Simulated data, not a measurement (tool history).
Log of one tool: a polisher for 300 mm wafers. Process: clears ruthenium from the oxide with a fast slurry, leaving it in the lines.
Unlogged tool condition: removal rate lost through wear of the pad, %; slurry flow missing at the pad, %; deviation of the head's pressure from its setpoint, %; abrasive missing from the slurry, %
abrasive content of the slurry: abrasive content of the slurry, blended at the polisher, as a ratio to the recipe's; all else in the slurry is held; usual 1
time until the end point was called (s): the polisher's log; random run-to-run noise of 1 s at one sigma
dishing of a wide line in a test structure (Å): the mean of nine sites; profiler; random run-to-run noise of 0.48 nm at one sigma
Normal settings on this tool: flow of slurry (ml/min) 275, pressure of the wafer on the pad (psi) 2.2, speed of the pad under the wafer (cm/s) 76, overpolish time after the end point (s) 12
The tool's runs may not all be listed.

| run | hour | flow of slurry (ml/min) | pressure of the wafer on the pad (psi) | speed of the pad under the wafer (cm/s) | abrasive content of the slurry | overpolish time after the end point (s) | wafers since the last listed run | wafers polished on this pad | hours since the slurry nozzle was cleaned | hours since the head pressure was calibrated | hours since the slurry blender was calibrated | incoming thickness of the incoming film, nm | time until the end point was called (s) | dishing of a wide line in a test structure (Å) |
|---|---|---|---|---|---|---|---|---|---|---|---|---|---|---|
| 1 | 0 | 305 | 2.2 | 76 | 1 | 12 | 0 | 440 | 329.4 | 859.8 | 359 | 159.1 | 68.5 | 218 |
| 2 | 15.7 | 275 | 2.2 | 76 | 1 | 14 | 165 | 605 | 345.1 | 875.5 | 374.7 | 161.9 | 71 | 254 |
| 3 | 30.5 | 275 | 2.2 | 76 | 1 | 14 | 155 | 761 | 359.9 | 890.3 | 389.5 | 160.1 | 72.1 | 257 |
| 4 | 43.5 | 275 | 2.2 | 94 | 1 | 12 | 136 | 898 | 372.9 | 903.3 | 402.5 | 157.7 | 55.7 | 266 |
| 5 | 54.7 | 275 | 2.2 | 94 | 1 | 12 | 117 | 1016 | 384.1 | 914.5 | 413.7 | 157.6 | 55.8 | 271 |
| 6 | 65.7 | 275 | 2.2 | 76 | 1 | 12 | 115 | 1131 | 395.1 | 925.5 | 424.7 | 158.5 | 70.2 | 218 |
|  | 72.8 | slurry blender recalibrated |
| 7 | 77.7 | 275 | 2.2 | 76 | 1 | 12 | 105 | 1237 | 407.1 | 937.5 | 4.9 | 160.7 | 72 | 206 |
| 8 | 84.9 | 275 | 2.2 | 76 | 1 | 12 | 75 | 1313 | 414.3 | 944.7 | 12.1 | 161.2 | 71.5 | 215 |
|  | 99.1 | worn pad replaced by a new one |
| 9 | 99.6 | 275 | 2.2 | 76 | 1 | 12 | 112 | 5 | 429 | 959.4 | 26.8 | 159.5 | 73.2 | 214 |
| 10 | 109.3 | 275 | 2.2 | 76 | 1 | 12 | 102 | 107 | 438.7 | 969.1 | 36.5 | 160.3 | 72.3 | 211 |
| 11 | 124 | 275 | 2.6 | 70 | 1 | 12 | 154 | 262 | 453.4 | 983.8 | 51.2 | 158.3 | 66.8 | 223 |
| 12 | 136.5 | 305 | 2.2 | 76 | 0.85 | 12 | 131 | 394 | 465.9 | 996.3 | 63.7 | 157.5 | 75.8 | 204 |
|  | 139.6 | slurry nozzle cleaned |
| 13 | 153.1 | 325 | 2.2 | 76 | 1 | 12 | 164 | 558 | 13.5 | 1012.9 | 80.3 | 160.9 | 70.2 | 213 |
| 14 | 161.1 | 275 | 2.2 | 76 | 1 | 12 | 84 | 642 | 21.5 | 1020.9 | 88.3 | 158.3 | 73.3 | 213 |
| 15 | 170.1 | 330 | 2 | 76 | 1 | 19 | 94 | 737 | 30.5 | 1029.9 | 97.3 | 161.4 | 79.2 | 298 |
| 16 | 182.9 | 275 | 2.2 | 76 | 1.1 | 7 | 134 | 872 | 43.3 | 1042.7 | 110.1 | 159.5 | 70.7 | 130 |
| 17 | 189.2 | 275 | 2.2 | 76 | 1 | 12 | 66 | 938 | 49.6 | 1049 | 116.4 | 160.7 | 75.7 | 208 |
| 18 | 196 | 300 | 2.4 | 56 | 1 | 15 | 71 | 1010 | 56.4 | 1055.8 | 123.2 | 158.6 | 90.4 | 202 |
|  | 198.3 | head pressure recalibrated |
|  | 204.3 | worn pad replaced by a new one |
| 19 | 208.4 | 275 | 2.2 | 50 | 0.8 | 12 | 67 | 42 | 68.8 | 10.1 | 135.6 | 161.2 | 103.8 | 151 |
| 20 | 222.9 | 275 | 2.6 | 70 | 1 | 12 | 152 | 195 | 83.3 | 24.6 | 150.1 | 159.2 | 57.9 | 264 |
| 21 | 230.6 | 275 | 1.7 | 76 | 1 | 12 | 81 | 276 | 91 | 32.3 | 157.8 | 159.1 | 80.5 | 191 |
| 22 | 244.9 | 345 | 2.2 | 52 | 1.2 | 15 | 150 | 427 | 105.3 | 46.6 | 172.1 | 161 | 82.4 | 222 |
| 23 | 253.8 | 275 | 2.2 | 76 | 1 | 12 | 93 | 520 | 114.2 | 55.5 | 181 | 160.9 | 63.4 | 246 |
| 24 | 266 | 275 | 2 | 88 | 1 | 19 | 128 | 649 | 126.4 | 67.7 | 193.2 | 161.9 | 60 | 399 |
| 25 | 282.2 | 275 | 2.2 | 76 | 1 | 12 | 170 | 819 | 142.6 | 83.9 | 209.4 | 160.5 | 64.7 | 238 |
| 26 | 295.4 | 305 | 2.2 | 56 | 1.15 | 15 | 139 | 958 | 155.8 | 97.1 | 222.6 | 160.3 | 80.6 | 232 |
| 27 | 311.8 | 275 | 2.2 | 76 | 1 | 12 | 172 | 1131 | 172.2 | 113.5 | 239 | 160.4 | 62.3 | 242 |
| 28 | 322.8 | 305 | 2.2 | 56 | 1.15 | 15 | 115 | 1247 | 183.2 | 124.5 | 250 | 160.9 | 79.8 | 243 |
| 29 | 333.7 | 275 | 2.2 | 100 | 1.25 | 12 | 114 | 1362 | 194.1 | 135.4 | 260.9 | 160 | 44.9 | 335 |

Below are 4 alternative next runs, each starting from the tool's condition after run 29. Predict each:
| A | 334.1 | 275 | 2.2 | 76 | 1 | 12 | 4 | 1366 | 194.5 | 135.8 | 261.3 | 157.2 | ? | ? |
| B | 334.1 | 275 | 2.9 | 76 | 1.25 | 6 | 4 | 1366 | 194.5 | 135.8 | 261.3 | 157.2 | ? | ? |
| C | 334.1 | 275 | 2 | 76 | 1 | 12 | 4 | 1366 | 194.5 | 135.8 | 261.3 | 157.2 | ? | ? |
| D | 334.1 | 275 | 2.2 | 76 | 1.3 | 12 | 4 | 1366 | 194.5 | 135.8 | 261.3 | 157.2 | ? | ? |

| run | time until the end point was called (s) | dishing of a wide line in a test structure (Å) |
|---|---|---|
| A | 61.2 | 241 |
| B | 43.3 | 173 |
| C | 67.4 | 220 |
| D | 56.4 | 260 |
Take away the tool's hidden state, keep each run's random variation, and the runs would have read:
| run | time until the end point was called (s) | dishing of a wide line in a test structure (Å) |
|---|---|---|
| A | 61.5 | 240 |
| B | 43.5 | 172 |
| C | 67.6 | 219 |
| D | 56.6 | 259 |
